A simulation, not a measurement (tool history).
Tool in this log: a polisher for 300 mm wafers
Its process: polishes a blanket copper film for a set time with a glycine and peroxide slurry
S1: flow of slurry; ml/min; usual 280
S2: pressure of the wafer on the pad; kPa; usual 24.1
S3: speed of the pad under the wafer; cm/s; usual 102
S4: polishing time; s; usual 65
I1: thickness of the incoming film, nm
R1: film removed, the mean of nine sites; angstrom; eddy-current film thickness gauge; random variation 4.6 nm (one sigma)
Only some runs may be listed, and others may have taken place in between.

run	hour	S1	S2	S3	S4	I1	R1
1	0.0	280	30.3	102	65	1238.7	4403
2	37.6	280	30.3	102	65	1236.3	4376
# hour 85.0: slurry nozzle cleaned
3	85.5	280	24.1	102	65	1230.8	3938
# hour 94.2: worn pad replaced by a new one
4	176.3	280	24.1	102	65	1227.4	3951
5	238.4	280	24.1	102	65	1223.2	3943
6	302.1	280	24.1	102	65	1226.1	3866
7	364.9	280	24.1	102	65	1216.0	3884
# hour 443.6: worn pad replaced by a new one
8	460.6	280	24.1	102	65	1236.7	3819
9	556.0	280	24.1	102	65	1251.1	3681
# hour 633.9: slurry nozzle cleaned
10	715.6	280	24.1	102	65	1239.2	4021
# hour 724.4: head pressure recalibrated
# hour 821.5: worn pad replaced by a new one
11	1028.1	280	24.1	102	65	1247.0	3805
12	1101.2	225	20.0	102	65	1245.2	3403
# hour 1110.1: worn pad replaced by a new one
13	1151.7	280	24.1	102	65	1218.6	3728
14	1222.9	280	24.1	102	65	1220.9	3747
# hour 1262.1: slurry nozzle cleaned
15	1298.4	335	17.2	102	65	1255.9	3466
16	1360.5	225	20.0	102	65	1226.0	3418
17	1397.3	185	24.1	102	65	1228.8	3688
# hour 1419.2: worn pad replaced by a new one
18	1489.7	255	16.5	74	82	1216.2	3387
19	1587.4	310	24.1	132	65	1232.8	4598
# hour 1612.1: head pressure recalibrated
20	1636.1	280	24.1	102	47	1239.5	2814
21	1695.0	325	24.1	82	65	1223.9	3421

What if the next run were any one of these 5? Each begins from the tool's condition after run 21:
A	1695.4	365	24.1	102	65	1228.3	?
B	1695.4	365	17.9	118	65	1228.3	?
C	1695.4	240	31.7	80	85	1228.3	?
D	1695.4	250	24.1	102	65	1228.3	?
E	1695.4	280	24.1	90	86	1228.3	?

run	R1
A	3988
B	3744
C	5009
D	3789
E	4751
Without the tool's unlogged condition, the same runs would have read:
run	R1
A	4110
B	3858
C	5247
D	3962
E	4943
